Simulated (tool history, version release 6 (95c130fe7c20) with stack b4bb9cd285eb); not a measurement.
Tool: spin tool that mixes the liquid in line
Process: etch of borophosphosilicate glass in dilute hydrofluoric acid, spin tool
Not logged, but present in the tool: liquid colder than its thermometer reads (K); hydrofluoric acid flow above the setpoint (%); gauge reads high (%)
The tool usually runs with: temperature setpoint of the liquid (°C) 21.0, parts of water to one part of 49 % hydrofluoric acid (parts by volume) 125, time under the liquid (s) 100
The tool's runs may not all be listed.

run,hour,temperature setpoint of the liquid (°C),parts of water to one part of 49 % hydrofluoric acid (parts by volume),time under the liquid (s),wafers since the last listed run,hours since the thermometer was replaced,hours since the hydrofluoric acid flow meter was replaced,hours since the gauge calibration,"read-back film thickness of the borophosphosilicate glass reference wafer, read on the same gauge (nm)",thickness taken off the borophosphosilicate glass on a monitor wafer (Å)
1,0.0,18.5,125,100,0,2029.1,812.8,49.3,69.98,317.8
2,7.0,21.0,125,100,58,2036.1,819.8,56.3,69.98,349.3
3,24.6,21.0,125,100,148,2053.7,837.4,73.9,70.05,352.1
4,52.8,21.0,125,100,237,2081.9,865.6,102.1,70.00,349.0
5,62.2,21.0,125,60,79,2091.3,875.0,111.5,69.97,209.0
6,73.0,21.0,125,60,90,2102.1,885.8,122.3,70.03,210.6
7,88.8,21.0,80,100,132,2117.9,901.6,138.1,70.02,585.5
8,104.2,21.0,80,100,129,2133.3,917.0,153.5,70.03,585.4
9,120.3,23.5,125,100,135,2149.4,933.1,169.6,69.99,384.1
10,131.2,24.5,125,100,91,2160.3,944.0,180.5,69.96,400.0
# hour 136.7: hydrofluoric acid flow meter replaced
11,150.0,24.5,125,100,149,2179.1,13.3,199.3,70.02,401.6
12,158.1,24.5,125,100,68,2187.2,21.4,207.4,70.01,399.5
# hour 167.1: gauge calibrated
13,169.1,20.0,125,100,92,2198.2,32.4,2.0,69.97,337.3
14,175.8,20.0,125,100,56,2204.9,39.1,8.7,70.00,337.0
15,184.9,21.0,125,60,76,2214.0,48.2,17.8,70.04,213.6
16,202.3,17.0,80,115,146,2231.4,65.6,35.2,69.98,565.6
17,212.2,23.0,65,130,83,2241.3,75.5,45.1,70.01,1028.2
18,220.2,20.0,125,100,67,2249.3,83.5,53.1,70.02,333.7
19,229.4,26.0,175,60,77,2258.5,92.7,62.3,70.01,172.1
20,236.7,25.0,125,45,61,2265.8,100.0,69.6,69.97,184.1
21,244.2,26.0,110,100,63,2273.3,107.5,77.1,69.97,494.5
# hour 247.2: thermometer replaced
22,254.4,22.5,165,70,77,7.2,117.7,87.3,70.05,190.2
23,261.3,21.0,70,100,58,14.1,124.6,94.2,69.98,671.9
24,269.2,21.0,75,60,66,22.0,132.5,102.1,70.00,369.7
25,284.1,21.0,125,100,125,36.9,147.4,117.0,70.00,355.0
26,298.3,18.5,180,100,119,51.1,161.6,131.2,70.03,207.7
27,310.0,17.0,105,100,98,62.8,173.3,142.9,69.98,363.5
28,322.7,18.5,180,100,106,75.5,186.0,155.6,69.98,207.6

Alternative continuations, all from the tool just after run 28; predict every row:
A,323.1,21.0,125,45,3,75.9,186.4,156.0,?,?
B,323.1,26.0,105,155,3,75.9,186.4,156.0,?,?
C,323.1,18.5,150,55,3,75.9,186.4,156.0,?,?
D,323.1,26.0,145,100,3,75.9,186.4,156.0,?,?
E,323.1,25.5,95,55,3,75.9,186.4,156.0,?,?

run,"read-back film thickness of the borophosphosilicate glass reference wafer, read on the same gauge (nm)",thickness taken off the borophosphosilicate glass on a monitor wafer (Å)
A,69.97,157.1
B,69.97,803.2
C,69.97,141.0
D,69.97,357.1
E,69.97,312.9
What these runs would have given with no unlogged condition in the tool:
run,thickness taken off the borophosphosilicate glass on a monitor wafer (Å)
A,157.1
B,803.2
C,141.0
D,357.1
E,312.9

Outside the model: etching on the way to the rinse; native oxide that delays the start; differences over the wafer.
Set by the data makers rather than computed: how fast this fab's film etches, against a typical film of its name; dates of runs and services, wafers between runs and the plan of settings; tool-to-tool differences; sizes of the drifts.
